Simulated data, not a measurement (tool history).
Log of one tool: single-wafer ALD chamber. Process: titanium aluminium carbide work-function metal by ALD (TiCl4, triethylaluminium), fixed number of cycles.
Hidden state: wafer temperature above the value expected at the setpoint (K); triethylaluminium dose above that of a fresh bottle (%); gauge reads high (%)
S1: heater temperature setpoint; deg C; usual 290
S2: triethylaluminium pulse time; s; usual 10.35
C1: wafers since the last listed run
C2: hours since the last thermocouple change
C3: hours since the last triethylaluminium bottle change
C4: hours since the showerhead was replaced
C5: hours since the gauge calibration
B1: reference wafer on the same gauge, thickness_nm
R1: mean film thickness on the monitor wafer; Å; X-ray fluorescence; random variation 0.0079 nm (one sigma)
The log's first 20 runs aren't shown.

Run 21, day 10.904: usual settings; C1 753; C2 2300.0; C3 71.1; C4 5860.4; C5 119.6; B1 1.659. Result: R1 19.78 Å.
Run 22, day 11.417: usual settings but S1 302 deg C, S2 7.06 s; C1 178; C2 2312.3; C3 83.4; C4 5872.7; C5 131.9; B1 1.662. Result: R1 19.82 Å.
At day 12.942: showerhead replaced.
At day 13.288: thermocouple changed; heater temperature recalibrated.
Run 23, day 13.308: usual settings but S1 302 deg C, S2 11.89 s; C1 427; C2 0.5; C3 128.8; C4 8.8; C5 177.3; B1 1.661. Result: R1 21.17 Å.
Run 24, day 13.425: usual settings; C1 40; C2 3.3; C3 131.6; C4 11.6; C5 180.1; B1 1.662. Result: R1 19.73 Å.
Run 25, day 14.158: usual settings but S1 285 deg C, S2 12.09 s; C1 255; C2 20.9; C3 149.2; C4 29.2; C5 197.7; B1 1.660. Result: R1 19.61 Å.
Run 26, day 14.438: usual settings but S1 278 deg C, S2 7.06 s; C1 97; C2 27.6; C3 155.9; C4 35.9; C5 204.4; B1 1.660. Result: R1 17.72 Å.
Run 27, day 14.812: usual settings but S1 285 deg C, S2 12.09 s; C1 130; C2 36.6; C3 164.9; C4 44.9; C5 213.4; B1 1.662. Result: R1 19.78 Å.
Run 28, day 15.129: usual settings; C1 110; C2 44.2; C3 172.5; C4 52.5; C5 221.0; B1 1.660. Result: R1 19.92 Å.
Run 29, day 15.779: usual settings; C1 226; C2 59.8; C3 188.1; C4 68.1; C5 236.6; B1 1.661. Result: R1 19.74 Å.
Run 30, day 16.050: usual settings but S1 275 deg C, S2 9.23 s; C1 94; C2 66.3; C3 194.6; C4 74.6; C5 243.1; B1 1.659. Result: R1 18.22 Å.
Run 31, day 16.492: usual settings but S1 276 deg C, S2 8.87 s; C1 153; C2 76.9; C3 205.2; C4 85.2; C5 253.7; B1 1.659. Result: R1 18.18 Å.
Run 32, day 16.883: usual settings but S1 279 deg C, S2 6.39 s; C1 136; C2 86.3; C3 214.6; C4 94.6; C5 263.1; B1 1.660. Result: R1 17.48 Å.
Run 33, day 17.596: usual settings; C1 248; C2 103.4; C3 231.7; C4 111.7; C5 280.2; B1 1.660. Result: R1 19.81 Å.
Run 34, day 18.088: usual settings; C1 171; C2 115.2; C3 243.5; C4 123.5; C5 292.0; B1 1.659. Result: R1 19.88 Å.

3 ways to go on from here, each from the tool as it stands after run 34. What would each give?
Run A, day 18.104: usual settings but S1 298 deg C; C1 5; C2 115.6; C3 243.9; C4 123.9; C5 292.4; B1 ?. Result: R1 ?.
Run B, day 18.104: usual settings but S1 298 deg C, S2 8.53 s; C1 5; C2 115.6; C3 243.9; C4 123.9; C5 292.4; B1 ?. Result: R1 ?.
Run C, day 18.104: usual settings but S1 283 deg C; C1 5; C2 115.6; C3 243.9; C4 123.9; C5 292.4; B1 ?. Result: R1 ?.

run     B1     R1
  A  1.659  20.67
  B  1.659  20.19
  C  1.659  19.26
Without the tool's hidden state the same runs would have given:
run     R1
  A  20.69
  B  20.21
  C  19.28

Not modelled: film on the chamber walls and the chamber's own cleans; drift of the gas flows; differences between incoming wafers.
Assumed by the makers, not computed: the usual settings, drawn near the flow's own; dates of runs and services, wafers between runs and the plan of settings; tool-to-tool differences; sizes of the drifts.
